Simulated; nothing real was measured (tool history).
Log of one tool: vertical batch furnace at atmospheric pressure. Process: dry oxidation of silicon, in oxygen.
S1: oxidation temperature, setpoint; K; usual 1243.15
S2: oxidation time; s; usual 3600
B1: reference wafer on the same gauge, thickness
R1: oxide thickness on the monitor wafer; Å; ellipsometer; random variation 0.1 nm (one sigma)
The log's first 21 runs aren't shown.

run,day,S1,S2,B1,R1
22,72.042,1267.15,2580,40.61,379.0
23,76.525,1254.15,4410,40.59,469.5
24,83.775,1235.15,2250,40.62,263.3
25,85.625,1263.15,3600,40.60,447.6
# day 86.708: gauge calibrated
26,89.404,1243.15,3600,40.59,374.9
# day 91.179: thermocouples replaced and temperature profile calibrated
27,91.946,1256.15,4920,40.55,503.0
28,95.196,1243.15,4740,40.63,440.9
29,97.292,1264.15,3600,40.63,441.6
30,101.538,1261.15,2550,40.57,344.7
31,106.400,1219.15,2100,40.57,209.3
32,110.829,1265.15,2970,40.54,398.2
33,113.771,1243.15,3600,40.58,372.3
34,116.979,1243.15,3000,40.54,331.4
35,120.883,1227.15,4680,40.64,388.3
36,123.029,1232.15,3090,40.62,309.9
37,126.750,1243.15,2460,40.57,293.9
38,129.771,1227.15,2760,40.60,276.6

5 ways to go on from here, each from the tool as it stands after run 38. What would each give?
A,129.967,1243.15,3600,?,?
B,129.967,1223.15,3600,?,?
C,129.967,1243.15,4050,?,?
D,129.967,1228.15,4440,?,?
E,129.967,1253.15,5280,?,?

run,B1,R1
A,40.56,371.9
B,40.56,313.1
C,40.56,401.8
D,40.56,378.4
E,40.56,520.3
Without the tool's hidden state the same runs would have given:
run,R1
A,365.6
B,305.4
C,395.0
D,370.1
E,510.4
